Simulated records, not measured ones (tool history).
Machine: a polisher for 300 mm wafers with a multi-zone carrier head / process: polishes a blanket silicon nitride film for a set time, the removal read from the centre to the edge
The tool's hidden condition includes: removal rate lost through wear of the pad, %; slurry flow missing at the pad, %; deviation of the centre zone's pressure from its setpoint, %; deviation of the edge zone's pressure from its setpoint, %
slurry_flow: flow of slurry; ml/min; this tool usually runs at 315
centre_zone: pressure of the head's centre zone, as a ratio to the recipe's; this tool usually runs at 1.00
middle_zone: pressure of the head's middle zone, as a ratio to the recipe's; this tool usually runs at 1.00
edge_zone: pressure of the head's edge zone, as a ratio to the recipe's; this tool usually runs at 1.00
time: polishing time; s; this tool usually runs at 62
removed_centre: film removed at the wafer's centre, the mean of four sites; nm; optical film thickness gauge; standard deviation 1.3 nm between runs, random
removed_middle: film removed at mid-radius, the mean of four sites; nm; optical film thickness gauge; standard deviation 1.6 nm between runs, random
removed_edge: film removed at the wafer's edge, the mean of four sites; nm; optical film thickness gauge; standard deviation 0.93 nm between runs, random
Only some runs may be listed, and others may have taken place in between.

run	day	slurry_flow	centre_zone	middle_zone	edge_zone	time	wafers since the last listed run	wafers polished on this pad	hours since the slurry nozzle was cleaned	hours since the centre zone pressure was calibrated	hours since the edge zone pressure was calibrated	hours since the carrier head's membrane was replaced	incoming thickness of the incoming film, nm	removed_centre	removed_middle	removed_edge
1	0.000	315	1.00	1.00	1.00	62	0	9	71.3	475.1	1183.6	799.1	569.4	111.0	110.3	108.9
2	1.271	315	0.91	1.00	1.00	62	393	402	101.8	505.6	1214.1	829.6	567.7	99.3	107.7	108.8
3	2.388	315	1.04	1.00	1.00	54	345	748	128.6	532.4	1240.9	856.4	559.7	97.8	96.6	95.4
4	2.912	315	1.00	1.05	1.00	62	162	911	141.2	545.0	1253.5	869.0	564.3	109.1	114.1	110.5
# day 3.517: worn pad replaced by a new one
5	3.662	315	1.00	1.00	1.00	47	180	45	159.2	563.0	1271.5	887.0	563.6	80.9	80.3	83.4
6	4.483	315	1.00	1.00	1.00	47	254	300	178.9	582.7	1291.2	906.7	573.2	81.0	84.9	83.4
7	5.808	315	1.00	1.00	1.00	62	410	710	210.7	614.5	1323.0	938.5	561.0	110.7	109.7	109.9
# day 6.788: worn pad replaced by a new one
8	7.038	315	1.00	1.00	1.00	62	329	77	240.2	644.0	1352.5	968.0	572.5	108.1	109.1	109.5
# day 7.138: centre zone pressure recalibrated
# day 7.858: carrier head's membrane replaced by a new one
9	8.008	315	1.00	1.00	1.00	62	210	287	263.5	20.9	1375.8	3.6	559.8	107.2	108.4	111.1
10	9.371	315	1.00	1.00	0.95	62	422	710	296.2	53.6	1408.5	36.3	569.0	111.4	110.2	107.4
# day 10.362: worn pad replaced by a new one
11	10.383	315	0.97	1.00	0.90	62	262	6	320.5	77.9	1432.8	60.6	570.6	106.5	107.7	104.6
12	10.979	315	1.00	0.93	1.00	62	184	191	334.8	92.2	1447.1	74.9	565.9	109.5	104.3	110.3
13	11.483	250	1.05	1.00	1.00	54	156	347	346.9	104.3	1459.2	87.0	560.7	95.8	92.1	93.5
# day 11.821: edge zone pressure recalibrated
# day 12.579: slurry nozzle cleaned
# day 13.558: worn pad replaced by a new one
14	13.971	315	1.00	1.00	1.00	62	680	127	33.4	164.0	51.6	146.7	563.9	108.5	110.4	111.3
15	14.617	315	1.00	1.00	1.00	62	200	327	48.9	179.5	67.1	162.2	564.4	110.8	110.5	111.0
16	15.612	315	1.00	0.96	1.00	62	308	636	72.8	203.4	91.0	186.1	581.4	108.5	106.8	110.0
17	16.250	315	1.00	1.00	1.00	62	197	833	88.1	218.7	106.3	201.4	575.0	110.0	108.4	109.2
18	16.775	315	1.00	1.00	0.90	62	162	996	100.7	231.3	118.9	214.0	581.9	108.8	108.0	104.1
# day 17.125: worn pad replaced by a new one
19	18.221	315	1.00	1.00	1.00	62	396	339	135.4	266.0	153.6	248.7	572.0	108.4	111.0	110.4

Below are 4 alternative next runs, each starting from the tool's condition after run 19. Predict each:
A	18.238	400	1.00	1.00	1.00	62	5	344	135.8	266.4	154.0	249.1	570.2	?	?	?
B	18.238	315	1.00	0.91	1.00	48	5	344	135.8	266.4	154.0	249.1	570.2	?	?	?
C	18.238	315	0.92	1.03	1.09	62	5	344	135.8	266.4	154.0	249.1	570.2	?	?	?
D	18.238	315	1.00	0.91	1.00	53	5	344	135.8	266.4	154.0	249.1	570.2	?	?	?

run	removed_centre	removed_middle	removed_edge
A	109.4	112.1	112.0
B	82.8	78.6	85.5
C	100.0	112.6	115.0
D	91.4	86.7	94.4
Without the tool's hidden state the same runs would have given:
run	removed_centre	removed_middle	removed_edge
A	109.4	112.1	112.0
B	82.8	78.6	85.5
C	100.0	112.6	115.0
D	91.4	86.7	94.4

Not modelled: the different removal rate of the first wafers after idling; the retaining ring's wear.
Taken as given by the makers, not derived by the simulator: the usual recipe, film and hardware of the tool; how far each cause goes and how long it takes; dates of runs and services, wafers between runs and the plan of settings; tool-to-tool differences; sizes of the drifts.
